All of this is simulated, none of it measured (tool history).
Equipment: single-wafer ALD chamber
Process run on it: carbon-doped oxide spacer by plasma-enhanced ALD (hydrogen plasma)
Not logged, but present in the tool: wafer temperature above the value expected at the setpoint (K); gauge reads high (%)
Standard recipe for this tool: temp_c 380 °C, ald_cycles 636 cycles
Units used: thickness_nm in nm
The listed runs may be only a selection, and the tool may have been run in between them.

run	hour	temp_c	ald_cycles	wafers since the last listed run	hours since the last thermocouple change	hours since the gauge calibration	read-back reference wafer on the same gauge, thickness_nm	thickness_nm
1	0.0	380	636	0	2560.9	487.7	28.797	30.626
2	45.0	380	636	28	2605.9	532.7	28.805	30.614
3	93.1	380	636	30	2654.0	580.8	28.792	30.598
4	156.1	380	636	39	2717.0	643.8	28.802	30.760
5	209.0	380	636	33	2769.9	696.7	28.802	30.648
6	273.8	380	636	40	2834.7	761.5	28.790	30.662
7	344.8	380	636	44	2905.7	832.5	28.795	30.767
8	396.9	380	636	32	2957.8	884.6	28.795	30.628
9	453.0	380	636	35	3013.9	940.7	28.814	30.804
10	577.7	395	636	78	3138.6	1065.4	28.792	30.654
# hour 595.7: thermocouple changed; heater temperature recalibrated
11	641.8	384	636	35	46.1	1129.5	28.802	30.499
# hour 665.8: gauge calibrated
12	697.0	380	694	34	101.3	31.2	28.797	33.432
13	827.1	393	574	82	231.4	161.3	28.804	27.656
14	858.0	380	636	19	262.3	192.2	28.802	30.661
15	902.4	393	521	28	306.7	236.6	28.809	25.175
16	965.6	387	636	39	369.9	299.8	28.795	30.656
17	1014.4	380	636	30	418.7	348.6	28.805	30.490
18	1052.2	368	677	23	456.5	386.4	28.798	32.542

For each entry between runs, how does the tool's hidden state at the last listed run before it compare with that at the first listed run after it?
Between runs 10 and 11: thermocouple changed; heater temperature recalibrated (hour 595.7)
  no difference in the tool's unlogged condition between these two runs
Between runs 11 and 12: gauge calibrated (hour 665.8)
  no difference in the tool's unlogged condition between these two runs
